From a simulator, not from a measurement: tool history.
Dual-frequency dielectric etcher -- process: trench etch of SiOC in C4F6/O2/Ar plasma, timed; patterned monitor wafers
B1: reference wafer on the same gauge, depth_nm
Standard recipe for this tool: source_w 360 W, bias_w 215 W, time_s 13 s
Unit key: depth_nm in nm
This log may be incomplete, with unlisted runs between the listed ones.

{"run": 1, "hour": 0.0, "source_w": 360, "bias_w": 215, "time_s": 13, "B1": 27.47, "depth_nm": 26.5}
{"run": 2, "hour": 35.2, "source_w": 360, "bias_w": 215, "time_s": 13, "B1": 27.47, "depth_nm": 26.47}
{"run": 3, "hour": 52.5, "source_w": 360, "bias_w": 239, "time_s": 13, "B1": 27.42, "depth_nm": 27.63}
{"run": 4, "hour": 86.3, "source_w": 360, "bias_w": 239, "time_s": 13, "B1": 27.39, "depth_nm": 27.47}
{"run": 5, "hour": 108.8, "source_w": 300, "bias_w": 215, "time_s": 11.5, "B1": 27.38, "depth_nm": 21.53}
{"run": 6, "hour": 123.7, "source_w": 360, "bias_w": 215, "time_s": 13, "B1": 27.39, "depth_nm": 26.07}
{"hour": 157.5, "done": "wet clean of the chamber"}
{"run": 7, "hour": 158.0, "source_w": 360, "bias_w": 215, "time_s": 13, "B1": 27.39, "depth_nm": 27.4}
{"run": 8, "hour": 190.8, "source_w": 360, "bias_w": 215, "time_s": 13, "B1": 27.45, "depth_nm": 27.63}
{"hour": 198.5, "done": "source power generator calibrated"}
{"run": 9, "hour": 203.5, "source_w": 310, "bias_w": 215, "time_s": 16.5, "B1": 27.4, "depth_nm": 32.31}
{"run": 10, "hour": 231.6, "source_w": 330, "bias_w": 191, "time_s": 13, "B1": 27.35, "depth_nm": 25.03}
{"run": 11, "hour": 250.1, "source_w": 360, "bias_w": 215, "time_s": 15, "B1": 27.46, "depth_nm": 31.16}
{"hour": 259.6, "done": "gauge calibrated"}
{"hour": 307.5, "done": "upper electrode replaced"}
{"run": 12, "hour": 308.0, "source_w": 280, "bias_w": 180, "time_s": 9.5, "B1": 27.5, "depth_nm": 16.5}
{"run": 13, "hour": 312.6, "source_w": 300, "bias_w": 215, "time_s": 11, "B1": 27.38, "depth_nm": 21.4}
{"run": 14, "hour": 331.9, "source_w": 360, "bias_w": 215, "time_s": 9.5, "B1": 27.47, "depth_nm": 19.77}
{"run": 15, "hour": 364.4, "source_w": 360, "bias_w": 215, "time_s": 13, "B1": 27.44, "depth_nm": 26.88}
{"run": 16, "hour": 398.8, "source_w": 360, "bias_w": 215, "time_s": 13, "B1": 27.38, "depth_nm": 26.71}
{"run": 17, "hour": 427.9, "source_w": 280, "bias_w": 215, "time_s": 13, "B1": 27.37, "depth_nm": 24.16}
{"run": 18, "hour": 451.8, "source_w": 280, "bias_w": 215, "time_s": 15.5, "B1": 27.45, "depth_nm": 28.75}
{"hour": 467.5, "done": "bias power generator calibrated"}
{"run": 19, "hour": 474.6, "source_w": 310, "bias_w": 229, "time_s": 10, "B1": 27.31, "depth_nm": 19.95}
{"run": 20, "hour": 487.5, "source_w": 300, "bias_w": 215, "time_s": 13, "B1": 27.41, "depth_nm": 24.4}
{"run": 21, "hour": 499.7, "source_w": 360, "bias_w": 215, "time_s": 13, "B1": 27.39, "depth_nm": 26.34}
{"run": 22, "hour": 598.1, "source_w": 360, "bias_w": 215, "time_s": 13, "B1": 27.36, "depth_nm": 26.26}
{"run": 23, "hour": 614.7, "source_w": 360, "bias_w": 161, "time_s": 11, "B1": 27.34, "depth_nm": 19.6}
{"run": 24, "hour": 641.0, "source_w": 360, "bias_w": 215, "time_s": 11, "B1": 27.36, "depth_nm": 21.98}
{"run": 25, "hour": 669.0, "source_w": 360, "bias_w": 215, "time_s": 13, "B1": 27.4, "depth_nm": 25.91}
{"hour": 710.5, "done": "wet clean of the chamber"}
{"run": 26, "hour": 711.0, "source_w": 440, "bias_w": 235, "time_s": 13, "B1": 27.4, "depth_nm": 31.05}
{"run": 27, "hour": 712.8, "source_w": 360, "bias_w": 170, "time_s": 13, "B1": 27.48, "depth_nm": 24.74}
{"run": 28, "hour": 732.7, "source_w": 360, "bias_w": 215, "time_s": 13, "B1": 27.34, "depth_nm": 27.26}
{"run": 29, "hour": 751.6, "source_w": 400, "bias_w": 169, "time_s": 13, "B1": 27.44, "depth_nm": 25.58}

Alternative continuations, all from the tool just after run 29; predict every row:
{"run": "A", "hour": 752.0, "source_w": 360, "bias_w": 261, "time_s": 13, "B1": "?", "depth_nm": "?"}
{"run": "B", "hour": 752.0, "source_w": 420, "bias_w": 243, "time_s": 14.5, "B1": "?", "depth_nm": "?"}
{"run": "C", "hour": 752.0, "source_w": 300, "bias_w": 262, "time_s": 13, "B1": "?", "depth_nm": "?"}
{"run": "D", "hour": 752.0, "source_w": 400, "bias_w": 166, "time_s": 10.5, "B1": "?", "depth_nm": "?"}
{"run": "E", "hour": 752.0, "source_w": 440, "bias_w": 172, "time_s": 15, "B1": "?", "depth_nm": "?"}

run=A B1=27.42 depth_nm=29.45
run=B B1=27.42 depth_nm=33.89
run=C B1=27.42 depth_nm=27.44
run=D B1=27.42 depth_nm=20.55
run=E B1=27.42 depth_nm=30.97
With no hidden state in the tool, these same runs would have given:
run=A depth_nm=29.65
run=B depth_nm=34.12
run=C depth_nm=27.62
run=D depth_nm=20.69
run=E depth_nm=31.18
